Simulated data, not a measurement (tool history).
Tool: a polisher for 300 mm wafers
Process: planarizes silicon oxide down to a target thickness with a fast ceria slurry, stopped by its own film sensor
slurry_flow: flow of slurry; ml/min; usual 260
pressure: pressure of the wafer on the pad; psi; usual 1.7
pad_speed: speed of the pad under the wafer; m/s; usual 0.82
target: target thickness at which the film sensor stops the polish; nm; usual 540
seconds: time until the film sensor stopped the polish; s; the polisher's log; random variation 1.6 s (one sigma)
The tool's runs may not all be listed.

run,day,slurry_flow,pressure,pad_speed,target,"incoming thickness of the incoming film, nm",seconds
1,0.000,320,1.7,0.82,540,1381.1,114.6
2,2.354,320,1.7,0.82,540,1371.4,109.1
3,6.179,260,1.7,0.82,540,1375.3,116.6
4,10.438,300,1.7,0.82,655,1372.1,97.7
5,14.921,300,1.7,0.82,655,1366.7,96.0
# day 16.642: head pressure recalibrated
6,18.538,300,1.7,0.82,655,1380.1,101.1
7,22.192,260,1.7,0.82,540,1373.5,113.4
# day 22.825: slurry nozzle cleaned
8,24.696,260,2.1,0.72,540,1369.8,111.6
9,28.333,260,2.1,0.72,540,1350.9,108.4
# day 29.025: worn pad replaced by a new one
10,31.788,260,1.7,0.82,540,1339.9,112.0
11,33.675,260,1.7,0.82,540,1353.3,110.8
12,35.179,260,1.7,0.82,540,1387.7,117.0
13,38.588,260,1.7,0.82,540,1344.9,112.2
14,40.362,260,1.7,0.82,540,1376.3,115.5
15,43.717,260,1.7,0.82,540,1360.7,112.6
16,46.054,320,1.4,0.64,540,1361.7,151.8
17,49.038,260,2.1,0.72,540,1347.5,111.2
18,50.988,330,1.3,0.82,540,1386.2,134.9
# day 54.421: worn pad replaced by a new one
19,54.458,320,1.7,0.82,540,1367.3,113.6
20,57.338,260,1.7,0.82,540,1344.9,111.1
# day 58.667: slurry nozzle cleaned
21,60.888,260,1.7,0.96,781,1373.4,71.5
22,63.250,200,1.7,0.58,540,1358.2,151.9
23,66.171,185,1.7,1.02,540,1357.6,94.1
24,70.012,260,1.7,0.82,635,1375.4,102.0
25,72.554,260,1.7,0.82,540,1374.3,114.1
# day 76.225: head pressure recalibrated
26,85.362,260,1.4,0.56,767,1363.0,124.3
27,87.108,260,1.7,0.82,540,1370.6,112.3
# day 87.479: worn pad replaced by a new one
28,89.883,325,2.2,0.68,442,1384.0,126.4
29,93.038,260,1.7,1.02,420,1368.3,107.0
30,96.588,260,1.2,0.92,453,1349.5,139.6
31,99.633,260,1.7,1.04,343,1361.0,115.1
# day 100.212: slurry nozzle cleaned
32,104.067,260,1.7,0.82,727,1387.3,92.0
33,106.079,260,1.7,0.82,540,1389.1,116.3
34,108.429,260,1.7,0.64,540,1385.8,141.8
35,112.033,260,1.7,0.82,685,1382.9,97.1
36,114.575,260,1.7,0.82,625,1363.5,101.1
# day 117.529: worn pad replaced by a new one
37,117.825,260,2.2,0.82,540,1341.5,92.9

The tool's hidden state at each run:
removal rate lost through wear of the pad, %: 0 in every run
slurry flow missing at the pad, %: 0 in every run
deviation of the head's pressure from its setpoint, %: 0 in every run

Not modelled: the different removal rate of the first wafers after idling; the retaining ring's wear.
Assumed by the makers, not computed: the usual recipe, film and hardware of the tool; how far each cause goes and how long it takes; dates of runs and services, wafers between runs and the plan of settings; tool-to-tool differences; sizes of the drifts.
